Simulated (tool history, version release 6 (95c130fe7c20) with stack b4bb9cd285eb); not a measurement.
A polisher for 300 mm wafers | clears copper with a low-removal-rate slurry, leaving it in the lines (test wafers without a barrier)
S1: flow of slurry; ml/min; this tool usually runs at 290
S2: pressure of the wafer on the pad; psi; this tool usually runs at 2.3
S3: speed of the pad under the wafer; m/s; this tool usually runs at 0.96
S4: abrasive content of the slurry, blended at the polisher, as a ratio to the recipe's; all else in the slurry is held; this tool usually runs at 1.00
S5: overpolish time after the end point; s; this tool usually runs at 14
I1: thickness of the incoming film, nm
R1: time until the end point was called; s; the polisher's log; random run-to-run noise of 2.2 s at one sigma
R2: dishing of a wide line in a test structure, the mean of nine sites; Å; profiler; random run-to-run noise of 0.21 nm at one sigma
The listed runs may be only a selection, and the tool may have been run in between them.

run 1 day=0.000 | S1=350 S2=2.3 S3=0.96 S4=1.00 S5=14 | I1=309.1 | R1=142.4 R2=206
-- day=3.946 head pressure recalibrated
run 2 day=4.471 | S1=290 S2=2.3 S3=1.16 S4=1.10 S5=14 | I1=310.6 | R1=120.1 R2=240
-- day=5.967 slurry blender recalibrated
run 3 day=6.050 | S1=290 S2=2.3 S3=0.96 S4=1.00 S5=14 | I1=307.6 | R1=144.6 R2=201
run 4 day=8.508 | S1=290 S2=2.3 S3=0.96 S4=1.00 S5=14 | I1=310.7 | R1=147.5 R2=198
-- day=10.408 slurry nozzle cleaned
run 5 day=12.317 | S1=290 S2=2.3 S3=0.96 S4=1.00 S5=20 | I1=310.6 | R1=146.7 R2=272
run 6 day=14.179 | S1=290 S2=2.3 S3=0.96 S4=1.00 S5=20 | I1=308.4 | R1=145.6 R2=268
run 7 day=18.288 | S1=210 S2=2.3 S3=0.96 S4=1.00 S5=14 | I1=317.3 | R1=162.3 R2=184
run 8 day=20.650 | S1=290 S2=2.3 S3=0.66 S4=1.20 S5=14 | I1=307.6 | R1=217.0 R2=137
-- day=21.450 worn pad replaced by a new one
run 9 day=22.308 | S1=290 S2=3.1 S3=0.96 S4=0.90 S5=14 | I1=312.2 | R1=110.6 R2=268
run 10 day=26.717 | S1=200 S2=2.3 S3=0.64 S4=1.00 S5=14 | I1=312.5 | R1=230.2 R2=134
run 11 day=28.342 | S1=290 S2=2.3 S3=0.96 S4=1.00 S5=20 | I1=310.1 | R1=141.2 R2=282
run 12 day=32.646 | S1=290 S2=2.3 S3=0.96 S4=1.00 S5=11 | I1=309.9 | R1=144.1 R2=162
-- day=34.238 slurry blender recalibrated
run 13 day=36.712 | S1=290 S2=2.3 S3=0.96 S4=1.00 S5=14 | I1=308.1 | R1=144.6 R2=200
run 14 day=38.396 | S1=240 S2=2.6 S3=0.96 S4=0.75 S5=14 | I1=309.5 | R1=133.9 R2=219
-- day=40.154 head pressure recalibrated
run 15 day=40.175 | S1=240 S2=2.3 S3=0.72 S4=1.00 S5=17 | I1=310.6 | R1=199.3 R2=185
run 16 day=43.633 | S1=290 S2=2.3 S3=0.96 S4=1.00 S5=14 | I1=305.9 | R1=141.6 R2=196
run 17 day=47.650 | S1=240 S2=2.6 S3=0.96 S4=0.75 S5=14 | I1=313.2 | R1=138.5 R2=209
-- day=48.667 slurry nozzle cleaned
-- day=53.512 worn pad replaced by a new one
run 18 day=58.521 | S1=255 S2=2.3 S3=0.96 S4=1.30 S5=9 | I1=315.4 | R1=142.0 R2=139
run 19 day=62.062 | S1=290 S2=2.3 S3=0.96 S4=1.20 S5=14 | I1=313.0 | R1=143.6 R2=208
-- day=64.750 slurry blender recalibrated
run 20 day=66.421 | S1=290 S2=2.8 S3=0.64 S4=1.30 S5=14 | I1=314.5 | R1=174.0 R2=174
run 21 day=72.529 | S1=290 S2=2.3 S3=0.96 S4=1.00 S5=14 | I1=315.3 | R1=148.1 R2=196
-- day=73.971 head pressure recalibrated
run 22 day=75.708 | S1=290 S2=2.3 S3=0.96 S4=0.80 S5=14 | I1=316.0 | R1=154.9 R2=193
run 23 day=78.592 | S1=290 S2=2.3 S3=0.96 S4=1.00 S5=14 | I1=309.8 | R1=146.0 R2=191

Run 24 has not been measured yet. What should we expect?
run 24 day=82.612 | S1=230 S2=2.3 S3=0.96 S4=1.00 S5=20 | I1=308.2 | R1=? R2=?

R1: 156.8 s
R2: 258 Å
On a tool with no hidden condition, and with the same random variation, this run would have come out at R1 146.3 s, R2 274 Å.
